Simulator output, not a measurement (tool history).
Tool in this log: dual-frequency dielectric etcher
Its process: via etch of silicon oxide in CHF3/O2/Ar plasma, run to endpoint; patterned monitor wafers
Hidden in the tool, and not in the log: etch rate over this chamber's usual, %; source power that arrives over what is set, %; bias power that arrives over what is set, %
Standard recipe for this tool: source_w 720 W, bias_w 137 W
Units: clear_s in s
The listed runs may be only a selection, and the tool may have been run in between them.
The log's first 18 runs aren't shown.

run   hour  source_w  bias_w  wafers since the last listed run  hours since the last wet clean  hours since the last source power generator calibration  hours since the last bias power generator calibration  hours since the last upper electrode change  incoming incoming film thickness, nm  clear_s
 19  190.4       860     115                                25                           197.1                                                     31.5                                                 3610.7                                        191.3                                 563.4    256.0
 20  200.4       890     137                                35                           207.1                                                     41.5                                                 3620.7                                        201.3                                 567.6    246.9
     210.4  -- bias power generator calibrated
 21  212.9       540     118                                30                           219.6                                                     54.0                                                    2.5                                        213.8                                 562.9    301.8
 22  230.4       800     106                                62                           237.1                                                     71.5                                                   20.0                                        231.3                                 566.0    267.9
 23  243.5       720     137                                46                           250.2                                                     84.6                                                   33.1                                        244.4                                 564.7    265.1
 24  259.4       890     163                                56                           266.1                                                    100.5                                                   49.0                                        260.3                                 566.0    235.2
 25  274.1       720     137                                52                           280.8                                                    115.2                                                   63.7                                        275.0                                 567.2    265.0
 26  282.1       720     137                                28                           288.8                                                    123.2                                                   71.7                                        283.0                                 568.6    265.6
 27  293.6       780     163                                40                           300.3                                                    134.7                                                   83.2                                        294.5                                 568.0    246.6
 28  299.8       840     147                                22                           306.5                                                    140.9                                                   89.4                                        300.7                                 562.9    245.3
 29  351.1       810     153                               182                           357.8                                                    192.2                                                  140.7                                        352.0                                 566.5    245.5
 30  367.8       720     137                                59                           374.5                                                    208.9                                                  157.4                                        368.7                                 570.7    266.2
 31  375.4       620     167                                27                           382.1                                                    216.5                                                  165.0                                        376.3                                 567.8    266.2
 32  389.6       860     155                                50                           396.3                                                    230.7                                                  179.2                                        390.5                                 565.0    240.5
 33  406.3       570     137                                59                           413.0                                                    247.4                                                  195.9                                        407.2                                 560.1    286.0
 34  416.1       860     128                                34                           422.8                                                    257.2                                                  205.7                                        417.0                                 573.3    255.5
 35  430.4       720     137                                50                           437.1                                                    271.5                                                  220.0                                        431.3                                 562.2    262.6

4 ways to go on from here, each from the tool as it stands after run 35. What would each give?
  A  430.9       720     137                                 1                           437.6                                                    272.0                                                  220.5                                        431.8                                 567.2        ?
  B  430.9       660     137                                 1                           437.6                                                    272.0                                                  220.5                                        431.8                                 567.2        ?
  C  430.9       790     137                                 1                           437.6                                                    272.0                                                  220.5                                        431.8                                 567.2        ?
  D  430.9       840     128                                 1                           437.6                                                    272.0                                                  220.5                                        431.8                                 567.2        ?

run  clear_s
  A    267.0
  B    275.3
  C    258.3
  D    256.5
Stripped of hidden state, with their random variation kept, the same runs would have yielded:
run  clear_s
  A    267.0
  B    275.3
  C    258.3
  D    256.5

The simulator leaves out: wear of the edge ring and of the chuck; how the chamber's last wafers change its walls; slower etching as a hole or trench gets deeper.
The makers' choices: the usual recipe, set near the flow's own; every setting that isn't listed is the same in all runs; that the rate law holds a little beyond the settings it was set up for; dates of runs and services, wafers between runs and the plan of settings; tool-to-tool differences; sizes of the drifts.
